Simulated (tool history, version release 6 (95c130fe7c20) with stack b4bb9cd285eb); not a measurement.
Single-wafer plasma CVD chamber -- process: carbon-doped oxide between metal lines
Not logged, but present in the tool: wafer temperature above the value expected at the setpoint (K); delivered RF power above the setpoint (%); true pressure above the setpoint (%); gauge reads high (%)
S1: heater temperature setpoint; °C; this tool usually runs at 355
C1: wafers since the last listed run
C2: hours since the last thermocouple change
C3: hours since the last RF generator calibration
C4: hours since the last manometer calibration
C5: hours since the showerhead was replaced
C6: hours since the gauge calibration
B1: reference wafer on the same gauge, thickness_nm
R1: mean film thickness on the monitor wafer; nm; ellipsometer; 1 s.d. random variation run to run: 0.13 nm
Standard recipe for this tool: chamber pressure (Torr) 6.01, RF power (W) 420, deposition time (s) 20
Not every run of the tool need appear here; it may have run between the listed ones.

{"run": 1, "hour": 0.0, "S1": 355, "chamber pressure (Torr)": 6.84, "RF power (W)": 420, "deposition time (s)": 20, "C1": 0, "C2": 2717.6, "C3": 2401.2, "C4": 760.5, "C5": 8486.6, "C6": 112.4, "B1": 74.682, "R1": 82.652}
{"run": 2, "hour": 12.2, "S1": 355, "chamber pressure (Torr)": 6.84, "RF power (W)": 420, "deposition time (s)": 20, "C1": 301, "C2": 2729.8, "C3": 2413.4, "C4": 772.7, "C5": 8498.8, "C6": 124.6, "B1": 74.703, "R1": 82.319}
{"run": 3, "hour": 28.8, "S1": 355, "chamber pressure (Torr)": 6.84, "RF power (W)": 420, "deposition time (s)": 20, "C1": 410, "C2": 2746.4, "C3": 2430, "C4": 789.3, "C5": 8515.4, "C6": 141.2, "B1": 74.706, "R1": 82.63}
{"run": 4, "hour": 42.4, "S1": 355, "chamber pressure (Torr)": 6.01, "RF power (W)": 420, "deposition time (s)": 20, "C1": 336, "C2": 2760, "C3": 2443.6, "C4": 802.9, "C5": 8529, "C6": 154.8, "B1": 74.709, "R1": 81.686}
{"run": 5, "hour": 49.1, "S1": 355, "chamber pressure (Torr)": 6.01, "RF power (W)": 420, "deposition time (s)": 20, "C1": 165, "C2": 2766.7, "C3": 2450.3, "C4": 809.6, "C5": 8535.7, "C6": 161.5, "B1": 74.684, "R1": 81.592}
{"run": 6, "hour": 58.7, "S1": 355, "chamber pressure (Torr)": 6.01, "RF power (W)": 420, "deposition time (s)": 20, "C1": 237, "C2": 2776.3, "C3": 2459.9, "C4": 819.2, "C5": 8545.3, "C6": 171.1, "B1": 74.713, "R1": 81.662}
{"run": 7, "hour": 66.0, "S1": 355, "chamber pressure (Torr)": 6.01, "RF power (W)": 420, "deposition time (s)": 20, "C1": 180, "C2": 2783.6, "C3": 2467.2, "C4": 826.5, "C5": 8552.6, "C6": 178.4, "B1": 74.703, "R1": 81.772}
{"hour": 88.1, "done": "RF generator calibrated"}
{"hour": 88.4, "done": "gauge calibrated"}
{"run": 8, "hour": 94.0, "S1": 355, "chamber pressure (Torr)": 6.01, "RF power (W)": 420, "deposition time (s)": 20, "C1": 494, "C2": 2811.6, "C3": 5.9, "C4": 854.5, "C5": 8580.6, "C6": 5.6, "B1": 74.703, "R1": 86.43}
{"run": 9, "hour": 100.3, "S1": 355, "chamber pressure (Torr)": 7.11, "RF power (W)": 345, "deposition time (s)": 20, "C1": 155, "C2": 2817.9, "C3": 12.2, "C4": 860.8, "C5": 8586.9, "C6": 11.9, "B1": 74.694, "R1": 76.22}
{"run": 10, "hour": 111.6, "S1": 363, "chamber pressure (Torr)": 7.26, "RF power (W)": 450, "deposition time (s)": 20, "C1": 279, "C2": 2829.2, "C3": 23.5, "C4": 872.1, "C5": 8598.2, "C6": 23.2, "B1": 74.722, "R1": 89.941}
{"hour": 126.5, "done": "thermocouple changed; heater temperature recalibrated"}
{"hour": 154.3, "done": "capacitance manometer re-zeroed and calibrated"}
{"run": 11, "hour": 156.6, "S1": 362, "chamber pressure (Torr)": 6.01, "RF power (W)": 420, "deposition time (s)": 22.2, "C1": 716, "C2": 30.1, "C3": 68.5, "C4": 2.3, "C5": 8643.2, "C6": 68.2, "B1": 74.697, "R1": 94.02}
{"run": 12, "hour": 163.8, "S1": 355, "chamber pressure (Torr)": 4.57, "RF power (W)": 420, "deposition time (s)": 22.6, "C1": 177, "C2": 37.3, "C3": 75.7, "C4": 9.5, "C5": 8650.4, "C6": 75.4, "B1": 74.687, "R1": 93.046}

What will run 13 give?
{"hour": 174.1, "done": "showerhead replaced"}
{"run": 13, "hour": 179.5, "S1": 355, "chamber pressure (Torr)": 6.01, "RF power (W)": 420, "deposition time (s)": 20, "C1": 190, "C2": 53, "C3": 91.4, "C4": 25.2, "C5": 5.4, "C6": 91.1, "B1": "?", "R1": "?"}

Logged for run 13: B1 74.715, R1 85.891 nm.
The same run, on a tool lacking any hidden state, would have yielded R1 86.995 nm.
